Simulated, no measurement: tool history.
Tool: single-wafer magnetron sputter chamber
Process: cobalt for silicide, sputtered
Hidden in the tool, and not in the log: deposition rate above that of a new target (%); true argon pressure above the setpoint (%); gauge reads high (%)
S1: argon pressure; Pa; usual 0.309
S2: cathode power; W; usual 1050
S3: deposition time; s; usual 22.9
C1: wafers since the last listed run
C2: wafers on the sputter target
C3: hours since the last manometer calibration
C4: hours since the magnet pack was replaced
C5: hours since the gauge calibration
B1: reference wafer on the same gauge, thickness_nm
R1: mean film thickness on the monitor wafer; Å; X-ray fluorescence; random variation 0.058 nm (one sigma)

Run 1, day 0: usual settings but S3 25.8 s; C1 0; C2 2016; C3 1669.2; C4 15.6; C5 249.5; B1 13.475. Result: R1 128.4 Å.
Run 2, day 1.425: usual settings but S3 25.8 s; C1 469; C2 2486; C3 1703.4; C4 49.8; C5 283.7; B1 13.499. Result: R1 128.81 Å.
Run 3, day 2.442: usual settings; C1 334; C2 2820; C3 1727.8; C4 74.2; C5 308.1; B1 13.508. Result: R1 114.16 Å.
Run 4, day 3.183: usual settings; C1 244; C2 3065; C3 1745.6; C4 92; C5 325.9; B1 13.514. Result: R1 113.55 Å.
Run 5, day 4.296: usual settings; C1 366; C2 3431; C3 1772.3; C4 118.7; C5 352.6; B1 13.537. Result: R1 113.53 Å.
Run 6, day 5.067: usual settings; C1 253; C2 3685; C3 1790.8; C4 137.2; C5 371.1; B1 13.483. Result: R1 114.29 Å.
Run 7, day 5.871: usual settings; C1 264; C2 3950; C3 1810.1; C4 156.5; C5 390.4; B1 13.508. Result: R1 113.19 Å.
Run 8, day 6.833: usual settings; C1 317; C2 4267; C3 1833.2; C4 179.6; C5 413.5; B1 13.517. Result: R1 112.46 Å.
Run 9, day 8.021: usual settings but S1 0.388 Pa; C1 391; C2 4658; C3 1861.7; C4 208.1; C5 442; B1 13.474. Result: R1 109.29 Å.
Run 10, day 9.058: usual settings but S3 24.5 s; C1 341; C2 5000; C3 1886.6; C4 233; C5 466.9; B1 13.526. Result: R1 121.17 Å.
Run 11, day 9.567: usual settings but S1 0.386 Pa, S2 1300 W; C1 167; C2 5168; C3 1898.8; C4 245.2; C5 479.1; B1 13.465. Result: R1 135.5 Å.
Run 12, day 10.321: usual settings but S1 0.237 Pa, S3 26.4 s; C1 248; C2 5416; C3 1916.9; C4 263.3; C5 497.2; B1 13.499. Result: R1 134.1 Å.
Run 13, day 11.583: usual settings but S1 0.209 Pa, S2 950 W, S3 25.1 s; C1 415; C2 5832; C3 1947.2; C4 293.6; C5 527.5; B1 13.525. Result: R1 116.17 Å.
Run 14, day 12.629: usual settings but S1 0.379 Pa, S2 850 W, S3 20.2 s; C1 344; C2 6177; C3 1972.3; C4 318.7; C5 552.6; B1 13.517. Result: R1 78.17 Å.
Run 15, day 13.958: usual settings but S2 800 W; C1 437; C2 6615; C3 2004.2; C4 350.6; C5 584.5; B1 13.503. Result: R1 85.36 Å.
Run 16, day 14.592: usual settings; C1 208; C2 6823; C3 2019.4; C4 365.8; C5 599.7; B1 13.48. Result: R1 112.16 Å.
Run 17, day 15.396: usual settings but S1 0.347 Pa, S3 21 s; C1 264; C2 7088; C3 2038.7; C4 385.1; C5 619; B1 13.528. Result: R1 100.57 Å.
Run 18, day 16.533: usual settings but S1 0.256 Pa; C1 374; C2 7463; C3 2066; C4 412.4; C5 646.3; B1 13.495. Result: R1 116.05 Å.
At day 17.725: sputter target and shields replaced.
Run 19, day 17.746: usual settings but S1 0.342 Pa, S2 1300 W; C1 289; C2 6; C3 2095.1; C4 441.5; C5 675.4; B1 13.524. Result: R1 144.9 Å.
Run 20, day 19.062: usual settings but S2 1150 W, S3 18.4 s; C1 433; C2 440; C3 2126.7; C4 473.1; C5 707; B1 13.482. Result: R1 103.03 Å.
Run 21, day 20.525: usual settings; C1 481; C2 922; C3 2161.8; C4 508.2; C5 742.1; B1 13.519. Result: R1 116.22 Å.
At day 21.471: capacitance manometer re-zeroed and calibrated.
At day 21.525: gauge calibrated.
Run 22, day 21.629: usual settings but S1 0.213 Pa, S2 1300 W; C1 253; C2 1176; C3 3.8; C4 534.7; C5 2.5; B1 13.51. Result: R1 147.51 Å.
Run 23, day 22.608: usual settings but S2 1200 W, S3 18.7 s; C1 322; C2 1498; C3 27.3; C4 558.2; C5 26; B1 13.514. Result: R1 106.27 Å.
Run 24, day 24.092: usual settings but S2 1300 W; C1 488; C2 1987; C3 62.9; C4 593.8; C5 61.6; B1 13.488. Result: R1 140.32 Å.
Run 25, day 25.275: usual settings; C1 389; C2 2377; C3 91.3; C4 622.2; C5 90; B1 13.499. Result: R1 113.16 Å.
Run 26, day 26.325: usual settings; C1 345; C2 2723; C3 116.5; C4 647.4; C5 115.2; B1 13.461. Result: R1 112.5 Å.
Run 27, day 27.275: usual settings but S1 0.216 Pa, S2 950 W, S3 21.5 s; C1 312; C2 3036; C3 139.3; C4 670.2; C5 138; B1 13.517. Result: R1 99.83 Å.
Run 28, day 27.938: usual settings but S1 0.233 Pa, S2 900 W, S3 24.4 s; C1 218; C2 3254; C3 155.2; C4 686.1; C5 153.9; B1 13.477. Result: R1 105.29 Å.
Run 29, day 28.808: usual settings; C1 286; C2 3541; C3 176.1; C4 707; C5 174.8; B1 13.502. Result: R1 112.19 Å.
Run 30, day 29.367: usual settings but S3 24.1 s; C1 183; C2 3725; C3 189.5; C4 720.4; C5 188.2; B1 13.482. Result: R1 118.46 Å.
Run 31, day 30.55: usual settings but S1 0.269 Pa; C1 389; C2 4115; C3 217.9; C4 748.8; C5 216.6; B1 13.492. Result: R1 113.58 Å.
Run 32, day 31.558: usual settings but S1 0.22 Pa, S2 900 W, S3 25.5 s; C1 332; C2 4447; C3 242.1; C4 773; C5 240.8; B1 13.515. Result: R1 110.46 Å.
Run 33, day 33.054: usual settings but S1 0.233 Pa, S2 1150 W, S3 18.4 s; C1 492; C2 4940; C3 278; C4 808.9; C5 276.7; B1 13.484. Result: R1 102.86 Å.
Run 34, day 34.358: usual settings but S1 0.256 Pa, S2 1200 W, S3 26.7 s; C1 429; C2 5369; C3 309.3; C4 840.2; C5 308; B1 13.48. Result: R1 152.62 Å.

5 ways to go on from here, each from the tool as it stands after run 34. What would each give?
Run A, day 34.375: usual settings; C1 5; C2 5375; C3 309.7; C4 840.6; C5 308.4; B1 ?. Result: R1 ?.
Run B, day 34.375: usual settings but S1 0.197 Pa, S2 1100 W; C1 5; C2 5375; C3 309.7; C4 840.6; C5 308.4; B1 ?. Result: R1 ?.
Run C, day 34.375: usual settings but S1 0.231 Pa; C1 5; C2 5375; C3 309.7; C4 840.6; C5 308.4; B1 ?. Result: R1 ?.
Run D, day 34.375: usual settings but S1 0.25 Pa, S3 25.2 s; C1 5; C2 5375; C3 309.7; C4 840.6; C5 308.4; B1 ?. Result: R1 ?.
Run E, day 34.375: usual settings but S1 0.424 Pa; C1 5; C2 5375; C3 309.7; C4 840.6; C5 308.4; B1 ?. Result: R1 ?.

run     B1      R1
  A  13.46  111.54
  B  13.46  122.41
  C  13.46   115.2
  D  13.46  125.77
  E  13.46  106.43
Without the tool's hidden state the same runs would have given:
run      R1
  A  119.24
  B  130.85
  C  123.15
  D  134.45
  E  113.78

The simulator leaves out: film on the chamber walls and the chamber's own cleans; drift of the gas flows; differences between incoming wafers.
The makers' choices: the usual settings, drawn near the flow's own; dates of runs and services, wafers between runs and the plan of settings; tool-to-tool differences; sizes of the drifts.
